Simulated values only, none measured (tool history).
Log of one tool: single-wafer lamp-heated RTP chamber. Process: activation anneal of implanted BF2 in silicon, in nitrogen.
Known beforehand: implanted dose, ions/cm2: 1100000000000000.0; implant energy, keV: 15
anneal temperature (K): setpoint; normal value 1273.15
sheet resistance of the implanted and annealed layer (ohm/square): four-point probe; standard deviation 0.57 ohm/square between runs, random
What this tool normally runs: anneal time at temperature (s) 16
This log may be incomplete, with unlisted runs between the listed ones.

run,hour,anneal temperature (K),anneal time at temperature (s),wafers since the last listed run,wafers since the last pyrometer calibration,wafers since the reflector plate was cleaned,hours since the gauge calibration,"read-back reference wafer on the same gauge, sheet resistance",sheet resistance of the implanted and annealed layer (ohm/square)
1,0,1273.15,16,0,2843,653,246.9,253.14,228.85
2,28.1,1273.15,16,477,3321,1131,275,253.21,229.44
3,63.5,1273.15,16,601,3923,1733,310.4,252.82,228.88
# hour 81.9: pyrometer window cleaned and pyrometer calibrated
4,98,1273.15,16,450,274,2183,344.9,252.97,228.1
5,122.1,1273.15,16,409,684,2593,369,252.98,227.84
6,145.7,1273.15,16,401,1085,2994,392.6,253.19,229.35
7,176.6,1273.15,16,525,1610,3519,423.5,252.95,229.3
8,209.6,1273.15,16,561,2171,4080,456.5,253.11,227.4
9,226.8,1250.15,16,292,2464,4373,473.7,252.97,274.68
10,248.5,1250.15,16,368,2832,4742,495.4,252.98,275.52
# hour 258.6: gauge calibrated
11,260.7,1250.15,16,207,3040,4949,2.1,253.04,275.22
12,291.4,1295.15,16,521,3562,5471,32.8,252.75,193.89
# hour 315.5: pyrometer window cleaned and pyrometer calibrated
13,316,1292.15,16,282,8,5753,57.4,252.96,198.03
14,327.8,1292.15,16,200,208,5954,69.2,252.99,198
15,362.1,1258.15,22,583,792,6537,103.5,252.82,246.37
# hour 388.9: reflector plate cleaned
16,391.6,1253.15,9,365,1157,46,133,253.14,287.71
17,407.5,1273.15,16,270,1427,316,148.9,253,228.28
18,426.3,1273.15,16,319,1747,636,167.7,252.85,228.98
19,443.5,1302.15,13,292,2039,928,184.9,253.33,192.26
20,475.1,1284.15,16,537,2577,1466,216.5,252.88,210.58
21,498.6,1259.15,13,399,2976,1865,240,252.86,262.68
# hour 537.4: pyrometer window cleaned and pyrometer calibrated
22,537.9,1273.15,16,532,7,2397,279.3,253.15,228.81
23,552.4,1251.15,22,246,254,2644,293.8,252.96,260.78
24,567.7,1302.15,13,260,514,2904,309.1,252.88,191.87
25,593.3,1245.15,16,435,949,3339,334.7,252.94,286.12
26,622.2,1253.15,19,491,1440,3830,363.6,253.18,262.17

What does the tool deliver on the next run?
27,652.8,1263.15,16,520,1961,4351,394.2,?,?

read-back reference wafer on the same gauge, sheet resistance: 253.14
sheet resistance of the implanted and annealed layer (ohm/square): 248.73
On a tool with no hidden condition, and with the same random variation, this run would have come out at sheet resistance of the implanted and annealed layer (ohm/square) 248.73.
